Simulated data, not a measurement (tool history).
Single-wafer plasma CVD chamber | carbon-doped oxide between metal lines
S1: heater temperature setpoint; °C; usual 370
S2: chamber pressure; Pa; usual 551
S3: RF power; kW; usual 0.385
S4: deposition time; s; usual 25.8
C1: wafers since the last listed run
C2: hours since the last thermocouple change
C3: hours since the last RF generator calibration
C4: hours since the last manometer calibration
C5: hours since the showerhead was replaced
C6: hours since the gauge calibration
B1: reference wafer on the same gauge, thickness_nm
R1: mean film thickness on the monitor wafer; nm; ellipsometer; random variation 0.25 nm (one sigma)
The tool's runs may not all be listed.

run 1 hour=0 | S1=377 S2=551 S3=0.385 S4=25.8 | C1=0 C2=2438.3 C3=2025.3 C4=2321.5 C5=6586.4 C6=8.7 | B1=84.957 | R1=93.685
run 2 hour=13.5 | S1=377 S2=551 S3=0.385 S4=25.8 | C1=226 C2=2451.8 C3=2038.8 C4=2335 C5=6599.9 C6=22.2 | B1=85.066 | R1=93.723
run 3 hour=28.6 | S1=377 S2=551 S3=0.385 S4=25.8 | C1=253 C2=2466.9 C3=2053.9 C4=2350.1 C5=6615 C6=37.3 | B1=84.951 | R1=93.432
run 4 hour=45.6 | S1=370 S2=551 S3=0.42 S4=25.8 | C1=284 C2=2483.9 C3=2070.9 C4=2367.1 C5=6632 C6=54.3 | B1=85.023 | R1=101.099
run 5 hour=57.8 | S1=370 S2=551 S3=0.42 S4=25.8 | C1=204 C2=2496.1 C3=2083.1 C4=2379.3 C5=6644.2 C6=66.5 | B1=84.946 | R1=101.17
run 6 hour=70.4 | S1=370 S2=551 S3=0.42 S4=25.8 | C1=211 C2=2508.7 C3=2095.7 C4=2391.9 C5=6656.8 C6=79.1 | B1=85.094 | R1=101.176
run 7 hour=82.2 | S1=370 S2=551 S3=0.385 S4=25.8 | C1=197 C2=2520.5 C3=2107.5 C4=2403.7 C5=6668.6 C6=90.9 | B1=85.016 | R1=95.006
run 8 hour=88.3 | S1=366 S2=551 S3=0.385 S4=23.9 | C1=102 C2=2526.6 C3=2113.6 C4=2409.8 C5=6674.7 C6=97 | B1=85.077 | R1=88.678
-- hour=96.8 thermocouple changed; heater temperature recalibrated
-- hour=110.5 RF generator calibrated
-- hour=114.9 capacitance manometer re-zeroed and calibrated
run 9 hour=115.4 | S1=370 S2=551 S3=0.385 S4=21.8 | C1=111 C2=18.6 C3=4.9 C4=0.5 C5=6701.8 C6=124.1 | B1=84.92 | R1=84.945
run 10 hour=122.3 | S1=370 S2=551 S3=0.385 S4=21.8 | C1=115 C2=25.5 C3=11.8 C4=7.4 C5=6708.7 C6=131 | B1=85.059 | R1=85.228
run 11 hour=138.1 | S1=377 S2=551 S3=0.425 S4=25.8 | C1=264 C2=41.3 C3=27.6 C4=23.2 C5=6724.5 C6=146.8 | B1=85.011 | R1=105.771
run 12 hour=145.1 | S1=377 S2=551 S3=0.425 S4=25.8 | C1=117 C2=48.3 C3=34.6 C4=30.2 C5=6731.5 C6=153.8 | B1=85.052 | R1=105.824
run 13 hour=161 | S1=377 S2=551 S3=0.385 S4=27.2 | C1=266 C2=64.2 C3=50.5 C4=46.1 C5=6747.4 C6=169.7 | B1=84.978 | R1=103.846
run 14 hour=176 | S1=382 S2=551 S3=0.32 S4=25.8 | C1=251 C2=79.2 C3=65.5 C4=61.1 C5=6762.4 C6=184.7 | B1=84.994 | R1=86.125
run 15 hour=192.7 | S1=370 S2=551 S3=0.385 S4=25.8 | C1=279 C2=95.9 C3=82.2 C4=77.8 C5=6779.1 C6=201.4 | B1=85.046 | R1=100.094
run 16 hour=208.5 | S1=370 S2=551 S3=0.385 S4=25.8 | C1=264 C2=111.7 C3=98 C4=93.6 C5=6794.9 C6=217.2 | B1=85.041 | R1=99.829
run 17 hour=216 | S1=370 S2=551 S3=0.41 S4=25.8 | C1=125 C2=119.2 C3=105.5 C4=101.1 C5=6802.4 C6=224.7 | B1=85.01 | R1=104.376
run 18 hour=231.6 | S1=370 S2=472 S3=0.385 S4=25.8 | C1=261 C2=134.8 C3=121.1 C4=116.7 C5=6818 C6=240.3 | B1=85.013 | R1=98.308
run 19 hour=240.3 | S1=381 S2=423 S3=0.385 S4=25.8 | C1=145 C2=143.5 C3=129.8 C4=125.4 C5=6826.7 C6=249 | B1=84.982 | R1=94.826
run 20 hour=247.6 | S1=361 S2=641 S3=0.385 S4=25.8 | C1=122 C2=150.8 C3=137.1 C4=132.7 C5=6834 C6=256.3 | B1=84.959 | R1=103.91
run 21 hour=262.4 | S1=377 S2=551 S3=0.385 S4=25.8 | C1=248 C2=165.6 C3=151.9 C4=147.5 C5=6848.8 C6=271.1 | B1=85.012 | R1=98.171
-- hour=275 gauge calibrated
run 22 hour=275 | S1=370 S2=551 S3=0.385 S4=27.1 | C1=211 C2=178.2 C3=164.5 C4=160.1 C5=6861.4 C6=0 | B1=84.995 | R1=104.838
-- hour=291.6 showerhead replaced
run 23 hour=292.1 | S1=370 S2=608 S3=0.385 S4=28.9 | C1=152 C2=195.3 C3=181.6 C4=177.2 C5=0.5 C6=17.1 | B1=84.901 | R1=113.093
run 24 hour=292.9 | S1=364 S2=619 S3=0.385 S4=25.8 | C1=13 C2=196.1 C3=182.4 C4=178 C5=1.3 C6=17.9 | B1=85.004 | R1=102.265
run 25 hour=345.2 | S1=370 S2=680 S3=0.385 S4=20.7 | C1=876 C2=248.4 C3=234.7 C4=230.3 C5=53.6 C6=70.2 | B1=84.999 | R1=82.66
run 26 hour=356.9 | S1=370 S2=551 S3=0.385 S4=25.8 | C1=196 C2=260.1 C3=246.4 C4=242 C5=65.3 C6=81.9 | B1=85.063 | R1=100.047
run 27 hour=365.1 | S1=370 S2=633 S3=0.365 S4=30.1 | C1=137 C2=268.3 C3=254.6 C4=250.2 C5=73.5 C6=90.1 | B1=85.004 | R1=113.967
run 28 hour=375.4 | S1=382 S2=504 S3=0.34 S4=29.1 | C1=172 C2=278.6 C3=264.9 C4=260.5 C5=83.8 C6=100.4 | B1=85.005 | R1=99.237
run 29 hour=388.2 | S1=364 S2=551 S3=0.445 S4=25.8 | C1=214 C2=291.4 C3=277.7 C4=273.3 C5=96.6 C6=113.2 | B1=84.965 | R1=111.763

3 ways to go on from here, each from the tool as it stands after run 29. What would each give?
run A hour=388.6 | S1=374 S2=551 S3=0.385 S4=25.8 | C1=6 C2=291.8 C3=278.1 C4=273.7 C5=97 C6=113.6 | B1=? | R1=?
run B hour=388.6 | S1=370 S2=551 S3=0.385 S4=22.9 | C1=6 C2=291.8 C3=278.1 C4=273.7 C5=97 C6=113.6 | B1=? | R1=?
run C hour=388.6 | S1=377 S2=551 S3=0.445 S4=30.4 | C1=6 C2=291.8 C3=278.1 C4=273.7 C5=97 C6=113.6 | B1=? | R1=?

run=A B1=84.979 R1=99.164
run=B B1=84.979 R1=88.874
run=C B1=84.979 R1=127.901
Without the tool's hidden state the same runs would have given:
run=A R1=100.456
run=B R1=90.032
run=C R1=129.507
